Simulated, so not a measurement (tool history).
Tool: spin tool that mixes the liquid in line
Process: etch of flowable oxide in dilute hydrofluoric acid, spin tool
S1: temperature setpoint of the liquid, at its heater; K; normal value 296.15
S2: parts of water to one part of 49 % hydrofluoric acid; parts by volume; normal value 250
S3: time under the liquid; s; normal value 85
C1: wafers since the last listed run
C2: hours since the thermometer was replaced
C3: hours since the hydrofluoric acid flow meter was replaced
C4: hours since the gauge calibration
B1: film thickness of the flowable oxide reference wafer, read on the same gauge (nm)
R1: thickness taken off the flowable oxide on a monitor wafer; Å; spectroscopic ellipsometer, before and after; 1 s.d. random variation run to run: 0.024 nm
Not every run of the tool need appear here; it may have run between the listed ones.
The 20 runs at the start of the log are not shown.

run	hour	S1	S2	S3	C1	C2	C3	C4	B1	R1
# hour 659.6: gauge calibrated
21	671.8	296.15	250	45	206	1115.1	172.1	12.2	130.00	43.8
22	694.0	298.65	305	50	256	1137.3	194.3	34.4	130.00	41.1
23	724.4	294.15	300	65	350	1167.7	224.7	64.8	129.98	46.7
# hour 762.4: thermometer replaced
24	809.7	296.15	250	85	972	47.3	310.0	150.1	130.00	80.3
25	830.3	291.65	140	45	237	67.9	330.6	170.7	130.02	71.2
26	853.8	296.15	250	85	271	91.4	354.1	194.2	129.99	80.4
27	888.4	296.15	250	85	399	126.0	388.7	228.8	130.00	80.6
28	916.0	299.15	180	130	318	153.6	416.3	256.4	129.98	204.7
29	935.6	298.15	160	40	226	173.2	435.9	276.0	130.00	70.3
30	954.1	297.65	160	60	213	191.7	454.4	294.5	129.97	103.8
31	978.7	296.15	305	115	283	216.3	479.0	319.1	129.98	85.1

Consider 4 possible next runs. They are alternatives, not a sequence: every one starts from the tool as it was left by run 31. What does each give?
A	979.1	293.15	250	85	4	216.7	479.4	319.5	?	?
B	979.1	296.15	170	85	4	216.7	479.4	319.5	?	?
C	979.1	297.65	280	45	4	216.7	479.4	319.5	?	?
D	979.1	292.15	285	110	4	216.7	479.4	319.5	?	?

run	B1	R1
A	129.99	72.1
B	129.99	128.7
C	129.99	38.9
D	129.99	76.3
The same runs, with their run-to-run variation unchanged, on a tool lacking any hidden condition would have given:
run	R1
A	71.3
B	127.3
C	38.5
D	75.6
